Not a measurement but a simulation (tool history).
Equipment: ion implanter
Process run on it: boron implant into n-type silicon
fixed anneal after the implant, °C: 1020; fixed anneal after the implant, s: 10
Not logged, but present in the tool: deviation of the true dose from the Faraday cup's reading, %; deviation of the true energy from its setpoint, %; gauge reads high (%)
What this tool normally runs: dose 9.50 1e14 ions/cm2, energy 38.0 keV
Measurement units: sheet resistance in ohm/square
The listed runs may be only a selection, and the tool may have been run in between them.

| run | hour | dose | energy | wafers since the last listed run | hours since the last dose calibration | hours since the extraction supply was calibrated | hours since the gauge calibration | read-back reference wafer on the same gauge, sheet resistance | sheet resistance |
|---|---|---|---|---|---|---|---|---|---|
| 1 | 0.0 | 9.50 | 38.0 | 0 | 936.8 | 3703.6 | 188.0 | 117.99 | 121.32 |
| 2 | 9.2 | 10.36 | 47.5 | 113 | 946.0 | 3712.8 | 197.2 | 117.98 | 111.69 |
| 3 | 25.6 | 10.36 | 47.5 | 201 | 962.4 | 3729.2 | 213.6 | 117.97 | 111.93 |
| 4 | 36.6 | 10.36 | 47.5 | 135 | 973.4 | 3740.2 | 224.6 | 118.02 | 112.36 |
| 5 | 49.6 | 9.50 | 38.0 | 159 | 986.4 | 3753.2 | 237.6 | 117.92 | 122.02 |
| 6 | 65.0 | 9.50 | 38.0 | 189 | 1001.8 | 3768.6 | 253.0 | 117.98 | 121.67 |
| 7 | 73.3 | 9.50 | 38.0 | 102 | 1010.1 | 3776.9 | 261.3 | 117.99 | 121.95 |
| 8 | 83.5 | 9.50 | 38.0 | 125 | 1020.3 | 3787.1 | 271.5 | 117.94 | 122.71 |
| 9 | 93.2 | 9.50 | 38.0 | 119 | 1030.0 | 3796.8 | 281.2 | 117.98 | 122.03 |
| 10 | 109.1 | 9.50 | 38.0 | 195 | 1045.9 | 3812.7 | 297.1 | 118.05 | 122.49 |
| 11 | 116.7 | 9.50 | 38.0 | 93 | 1053.5 | 3820.3 | 304.7 | 118.03 | 122.66 |
| 12 | 133.2 | 9.50 | 38.0 | 202 | 1070.0 | 3836.8 | 321.2 | 118.04 | 122.53 |
| 13 | 143.4 | 9.50 | 38.0 | 125 | 1080.2 | 3847.0 | 331.4 | 117.97 | 122.57 |
| 14 | 150.0 | 7.79 | 46.5 | 81 | 1086.8 | 3853.6 | 338.0 | 118.02 | 141.88 |
| 15 | 166.0 | 11.93 | 26.5 | 196 | 1102.8 | 3869.6 | 354.0 | 118.00 | 104.22 |
| 16 | 180.0 | 10.36 | 47.5 | 172 | 1116.8 | 3883.6 | 368.0 | 118.03 | 113.11 |
| 17 | 187.5 | 8.14 | 43.0 | 92 | 1124.3 | 3891.1 | 375.5 | 118.04 | 138.23 |
|  | 191.7 | gauge calibrated |
| 18 | 197.7 | 11.31 | 44.5 | 125 | 1134.5 | 3901.3 | 6.0 | 117.96 | 106.02 |
| 19 | 205.1 | 11.36 | 32.0 | 90 | 1141.9 | 3908.7 | 13.4 | 118.04 | 107.40 |
|  | 216.1 | extraction supply calibrated |
| 20 | 216.4 | 8.39 | 46.5 | 40 | 1153.2 | 0.3 | 24.7 | 117.96 | 134.55 |
| 21 | 225.4 | 9.50 | 38.0 | 110 | 1162.2 | 9.3 | 33.7 | 118.02 | 123.84 |
|  | 234.3 | Faraday cup replaced and dose calibrated |
| 22 | 239.0 | 9.50 | 38.0 | 68 | 4.7 | 22.9 | 47.3 | 118.02 | 118.42 |
| 23 | 253.9 | 7.10 | 46.0 | 183 | 19.6 | 37.8 | 62.2 | 117.99 | 147.70 |
| 24 | 269.6 | 7.60 | 27.0 | 193 | 35.3 | 53.5 | 77.9 | 117.99 | 145.92 |
| 25 | 281.5 | 7.55 | 42.0 | 146 | 47.2 | 65.4 | 89.8 | 118.02 | 141.16 |
| 26 | 288.2 | 10.64 | 29.0 | 82 | 53.9 | 72.1 | 96.5 | 117.99 | 109.15 |
| 27 | 305.7 | 10.58 | 31.0 | 215 | 71.4 | 89.6 | 114.0 | 117.96 | 109.39 |
| 28 | 312.2 | 10.35 | 48.0 | 79 | 77.9 | 96.1 | 120.5 | 117.95 | 108.87 |

Each row is a separate what-if for the run after 28, all from the same tool condition, not one after another. Results?
| A | 312.6 | 7.49 | 38.0 | 4 | 78.3 | 96.5 | 120.9 | ? | ? |
| B | 312.6 | 9.50 | 45.0 | 4 | 78.3 | 96.5 | 120.9 | ? | ? |
| C | 312.6 | 7.99 | 38.0 | 4 | 78.3 | 96.5 | 120.9 | ? | ? |
| D | 312.6 | 10.78 | 38.0 | 4 | 78.3 | 96.5 | 120.9 | ? | ? |

| run | read-back reference wafer on the same gauge, sheet resistance | sheet resistance |
|---|---|---|
| A | 118.03 | 143.25 |
| B | 118.03 | 116.83 |
| C | 118.03 | 135.88 |
| D | 118.03 | 106.41 |
Stripped of hidden state, with their random variation kept, the same runs would have yielded:
| run | sheet resistance |
|---|---|
| A | 143.16 |
| B | 116.76 |
| C | 135.80 |
| D | 106.35 |
